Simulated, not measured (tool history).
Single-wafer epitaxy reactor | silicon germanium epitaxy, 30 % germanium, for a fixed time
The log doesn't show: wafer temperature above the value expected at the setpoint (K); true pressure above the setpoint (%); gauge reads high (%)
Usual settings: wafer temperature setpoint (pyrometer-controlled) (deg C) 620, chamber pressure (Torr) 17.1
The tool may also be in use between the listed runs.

run   hour  wafer temperature setpoint (pyrometer-controlled) (deg C)  chamber pressure (Torr)  wafers since the last listed run  hours since the last pyrometer calibration  hours since the last manometer calibration  hours since the showerhead was replaced  hours since the gauge calibration  read-back reference wafer on the same gauge, thickness_nm  mean film thickness on the monitor wafer (Å)
  1      0                                                        620                     17.1                                 0                                       533.3                                      2200.2                                   5587.5                              136.5                                                     81.174                                        956.14
  2   28.2                                                        620                     17.1                               376                                       561.5                                      2228.4                                   5615.7                              164.7                                                     81.242                                        957.41
  3   55.6                                                        612                     14.4                               366                                       588.9                                      2255.8                                   5643.1                              192.1                                                     81.242                                         746.6
  4  150.5                                                        612                     14.4                              1268                                       683.8                                      2350.7                                     5738                                287                                                     81.186                                        746.68
  5  167.9                                                        612                     14.4                               232                                       701.2                                      2368.1                                   5755.4                              304.4                                                     81.189                                        746.63
  6  189.3                                                        620                     17.1                               286                                       722.6                                      2389.5                                   5776.8                              325.8                                                     81.191                                        956.22
     207.3  -- gauge calibrated
  7  217.7                                                        620                     17.1                               379                                         751                                      2417.9                                   5805.2                               10.4                                                     81.176                                        957.11
  8  244.3                                                        631                     18.1                               355                                       777.6                                      2444.5                                   5831.8                                 37                                                     81.198                                       1217.12

The next listed run, before its measurement:
  9  264.6                                                        615                       13                               271                                       797.9                                      2464.8                                   5852.1                               57.3                                                          ?                                             ?

{"run 9": {"read-back reference wafer on the same gauge, thickness_nm": 81.158, "mean film thickness on the monitor wafer (Å)": 755.59}}
Without the tool's hidden state the same run would have given mean film thickness on the monitor wafer (Å) 732.54.
